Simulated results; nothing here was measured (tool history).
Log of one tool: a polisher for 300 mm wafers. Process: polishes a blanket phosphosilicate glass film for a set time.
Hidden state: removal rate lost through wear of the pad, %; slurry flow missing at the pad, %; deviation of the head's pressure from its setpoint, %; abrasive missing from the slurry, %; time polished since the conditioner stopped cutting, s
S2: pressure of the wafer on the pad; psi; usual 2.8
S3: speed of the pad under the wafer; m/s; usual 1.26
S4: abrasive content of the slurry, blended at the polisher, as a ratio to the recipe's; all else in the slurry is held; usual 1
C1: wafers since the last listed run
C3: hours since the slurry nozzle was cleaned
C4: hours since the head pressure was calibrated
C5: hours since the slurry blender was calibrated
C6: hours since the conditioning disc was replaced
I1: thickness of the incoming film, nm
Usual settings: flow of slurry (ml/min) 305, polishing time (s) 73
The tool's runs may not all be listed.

{"run": 1, "hour": 0.0, "flow of slurry (ml/min)": 305, "S2": 2.8, "S3": 1.26, "S4": 1.15, "polishing time (s)": 73, "C1": 0, "wafers polished on this pad": 2393, "C3": 116.6, "C4": 273, "C5": 256.4, "C6": 232.7, "I1": 4237.7, "film removed (Å)": 7278}
{"run": 2, "hour": 66.8, "flow of slurry (ml/min)": 305, "S2": 2.8, "S3": 1.26, "S4": 1.15, "polishing time (s)": 73, "C1": 550, "wafers polished on this pad": 2943, "C3": 183.4, "C4": 339.8, "C5": 323.2, "C6": 299.5, "I1": 4196.5, "film removed (Å)": 7432}
{"hour": 94.4, "done": "worn pad replaced by a new one"}
{"run": 3, "hour": 102.3, "flow of slurry (ml/min)": 305, "S2": 2.8, "S3": 1.26, "S4": 1.15, "polishing time (s)": 73, "C1": 259, "wafers polished on this pad": 65, "C3": 218.9, "C4": 375.3, "C5": 358.7, "C6": 335, "I1": 4208.9, "film removed (Å)": 7555}
{"run": 4, "hour": 162.0, "flow of slurry (ml/min)": 305, "S2": 2.3, "S3": 1.02, "S4": 1, "polishing time (s)": 73, "C1": 491, "wafers polished on this pad": 556, "C3": 278.6, "C4": 435, "C5": 418.4, "C6": 394.7, "I1": 4208.7, "film removed (Å)": 4873}
{"hour": 195.6, "done": "slurry blender recalibrated"}
{"hour": 213.1, "done": "conditioning disc replaced and pad reconditioned"}
{"run": 5, "hour": 218.9, "flow of slurry (ml/min)": 305, "S2": 2.3, "S3": 1.02, "S4": 1, "polishing time (s)": 73, "C1": 435, "wafers polished on this pad": 992, "C3": 335.5, "C4": 491.9, "C5": 23.3, "C6": 5.8, "I1": 4183, "film removed (Å)": 4899}
{"hour": 241.4, "done": "head pressure recalibrated"}
{"run": 6, "hour": 271.5, "flow of slurry (ml/min)": 305, "S2": 2.8, "S3": 1.26, "S4": 1, "polishing time (s)": 73, "C1": 416, "wafers polished on this pad": 1409, "C3": 388.1, "C4": 30.1, "C5": 75.9, "C6": 58.4, "I1": 4229, "film removed (Å)": 6598}
{"run": 7, "hour": 303.5, "flow of slurry (ml/min)": 305, "S2": 2.8, "S3": 1.26, "S4": 1, "polishing time (s)": 73, "C1": 263, "wafers polished on this pad": 1673, "C3": 420.1, "C4": 62.1, "C5": 107.9, "C6": 90.4, "I1": 4159.2, "film removed (Å)": 6634}
{"run": 8, "hour": 337.4, "flow of slurry (ml/min)": 305, "S2": 2.8, "S3": 1.26, "S4": 1, "polishing time (s)": 66, "C1": 279, "wafers polished on this pad": 1952, "C3": 454, "C4": 96, "C5": 141.8, "C6": 124.3, "I1": 4197.7, "film removed (Å)": 5903}
{"run": 9, "hour": 388.8, "flow of slurry (ml/min)": 305, "S2": 2.8, "S3": 1.26, "S4": 1, "polishing time (s)": 73, "C1": 423, "wafers polished on this pad": 2375, "C3": 505.4, "C4": 147.4, "C5": 193.2, "C6": 175.7, "I1": 4193, "film removed (Å)": 6575}
{"run": 10, "hour": 413.0, "flow of slurry (ml/min)": 305, "S2": 3.3, "S3": 0.88, "S4": 1.15, "polishing time (s)": 73, "C1": 199, "wafers polished on this pad": 2575, "C3": 529.6, "C4": 171.6, "C5": 217.4, "C6": 199.9, "I1": 4177.4, "film removed (Å)": 6947}
{"run": 11, "hour": 456.5, "flow of slurry (ml/min)": 305, "S2": 2.8, "S3": 1.26, "S4": 1, "polishing time (s)": 73, "C1": 358, "wafers polished on this pad": 2933, "C3": 573.1, "C4": 215.1, "C5": 260.9, "C6": 243.4, "I1": 4194.7, "film removed (Å)": 6725}
{"hour": 469.7, "done": "worn pad replaced by a new one, of another model than before"}
{"run": 12, "hour": 484.6, "flow of slurry (ml/min)": 225, "S2": 2, "S3": 1.26, "S4": 0.8, "polishing time (s)": 73, "C1": 198, "wafers polished on this pad": 122, "C3": 601.2, "C4": 243.2, "C5": 289, "C6": 271.5, "I1": 4250.9, "film removed (Å)": 4026}
{"run": 13, "hour": 522.6, "flow of slurry (ml/min)": 230, "S2": 2.8, "S3": 1.26, "S4": 1, "polishing time (s)": 73, "C1": 313, "wafers polished on this pad": 435, "C3": 639.2, "C4": 281.2, "C5": 327, "C6": 309.5, "I1": 4208.8, "film removed (Å)": 6198}
{"run": 14, "hour": 571.6, "flow of slurry (ml/min)": 305, "S2": 3.6, "S3": 1.54, "S4": 0.75, "polishing time (s)": 73, "C1": 403, "wafers polished on this pad": 839, "C3": 688.2, "C4": 330.2, "C5": 376, "C6": 358.5, "I1": 4250.3, "film removed (Å)": 6758}
{"hour": 598.7, "done": "conditioning disc replaced and pad reconditioned"}
{"run": 15, "hour": 625.2, "flow of slurry (ml/min)": 400, "S2": 3.2, "S3": 0.96, "S4": 1, "polishing time (s)": 91, "C1": 425, "wafers polished on this pad": 1264, "C3": 741.8, "C4": 383.8, "C5": 429.6, "C6": 26.5, "I1": 4225.2, "film removed (Å)": 8463}
{"hour": 631.0, "done": "slurry nozzle cleaned"}
{"hour": 651.1, "done": "slurry blender recalibrated"}
{"run": 16, "hour": 666.9, "flow of slurry (ml/min)": 305, "S2": 3.1, "S3": 1.26, "S4": 0.85, "polishing time (s)": 90, "C1": 318, "wafers polished on this pad": 1583, "C3": 35.9, "C4": 425.5, "C5": 15.8, "C6": 68.2, "I1": 4236.2, "film removed (Å)": 7631}
{"hour": 702.2, "done": "head pressure recalibrated"}
{"run": 17, "hour": 732.0, "flow of slurry (ml/min)": 305, "S2": 2.8, "S3": 1.26, "S4": 0.9, "polishing time (s)": 73, "C1": 519, "wafers polished on this pad": 2103, "C3": 101, "C4": 29.8, "C5": 80.9, "C6": 133.3, "I1": 4203, "film removed (Å)": 5994}
{"run": 18, "hour": 777.2, "flow of slurry (ml/min)": 305, "S2": 2.2, "S3": 1.26, "S4": 1, "polishing time (s)": 73, "C1": 372, "wafers polished on this pad": 2475, "C3": 146.2, "C4": 75, "C5": 126.1, "C6": 178.5, "I1": 4160.9, "film removed (Å)": 5478}
{"run": 19, "hour": 848.1, "flow of slurry (ml/min)": 305, "S2": 2.2, "S3": 1.26, "S4": 1.3, "polishing time (s)": 56, "C1": 584, "wafers polished on this pad": 3059, "C3": 217.1, "C4": 145.9, "C5": 197, "C6": 249.4, "I1": 4232.9, "film removed (Å)": 5005}
{"hour": 854.1, "done": "worn pad replaced by a new one"}
{"run": 20, "hour": 875.1, "flow of slurry (ml/min)": 385, "S2": 2.8, "S3": 1.26, "S4": 1, "polishing time (s)": 73, "C1": 189, "wafers polished on this pad": 172, "C3": 244.1, "C4": 172.9, "C5": 224, "C6": 276.4, "I1": 4190.1, "film removed (Å)": 6859}
{"run": 21, "hour": 938.2, "flow of slurry (ml/min)": 305, "S2": 2.2, "S3": 1.26, "S4": 1, "polishing time (s)": 73, "C1": 519, "wafers polished on this pad": 692, "C3": 307.2, "C4": 236, "C5": 287.1, "C6": 339.5, "I1": 4206.7, "film removed (Å)": 5577}
{"hour": 983.2, "done": "conditioning disc replaced and pad reconditioned"}
{"run": 22, "hour": 1004.8, "flow of slurry (ml/min)": 305, "S2": 2.4, "S3": 1.12, "S4": 1.3, "polishing time (s)": 65, "C1": 532, "wafers polished on this pad": 1224, "C3": 373.8, "C4": 302.6, "C5": 353.7, "C6": 21.6, "I1": 4221.2, "film removed (Å)": 5893}
{"hour": 1030.9, "done": "slurry blender recalibrated"}
{"run": 23, "hour": 1064.7, "flow of slurry (ml/min)": 305, "S2": 2.8, "S3": 1.26, "S4": 1, "polishing time (s)": 73, "C1": 476, "wafers polished on this pad": 1701, "C3": 433.7, "C4": 362.5, "C5": 33.8, "C6": 81.5, "I1": 4163.2, "film removed (Å)": 6754}
{"run": 24, "hour": 1092.8, "flow of slurry (ml/min)": 305, "S2": 2.8, "S3": 1.26, "S4": 1, "polishing time (s)": 73, "C1": 231, "wafers polished on this pad": 1933, "C3": 461.8, "C4": 390.6, "C5": 61.9, "C6": 109.6, "I1": 4214.2, "film removed (Å)": 6831}
{"hour": 1132.5, "done": "head pressure recalibrated"}
{"run": 25, "hour": 1136.2, "flow of slurry (ml/min)": 355, "S2": 2.8, "S3": 1, "S4": 0.85, "polishing time (s)": 59, "C1": 341, "wafers polished on this pad": 2274, "C3": 505.2, "C4": 3.7, "C5": 105.3, "C6": 153, "I1": 4295.8, "film removed (Å)": 4198}
{"run": 26, "hour": 1176.1, "flow of slurry (ml/min)": 205, "S2": 2.8, "S3": 1.26, "S4": 1, "polishing time (s)": 73, "C1": 328, "wafers polished on this pad": 2602, "C3": 545.1, "C4": 43.6, "C5": 145.2, "C6": 192.9, "I1": 4278.5, "film removed (Å)": 5685}

Some steps in film removed (Å) between neighbouring runs. How much of each would the tool show without its hidden state too (settings, what came in, random variation), and how much is left for the hidden state, with any gauge scatter that isn't in both results?
Run 3 -> 4: S2 2.8 -> 2.3, S3 1.26 -> 1.02, S4 1.15 -> 1. film removed (Å) -2682: hidden state -40, all else -2642.
Run 11 -> 12: flow of slurry (ml/min) 305 -> 225, S2 2.8 -> 2, S4 1 -> 0.8, worn pad replaced by a new one, of another model than before. film removed (Å) -2699: hidden state -89, all else -2610.
Run 16 -> 17: S2 3.1 -> 2.8, S4 0.85 -> 0.9, polishing time (s) 90 -> 73, head pressure recalibrated. film removed (Å) -1637: hidden state -273, all else -1364.
Run 24 -> 25: flow of slurry (ml/min) 305 -> 355, S3 1.26 -> 1, S4 1 -> 0.85, polishing time (s) 73 -> 59, head pressure recalibrated. film removed (Å) -2633: hidden state -234, all else -2399.
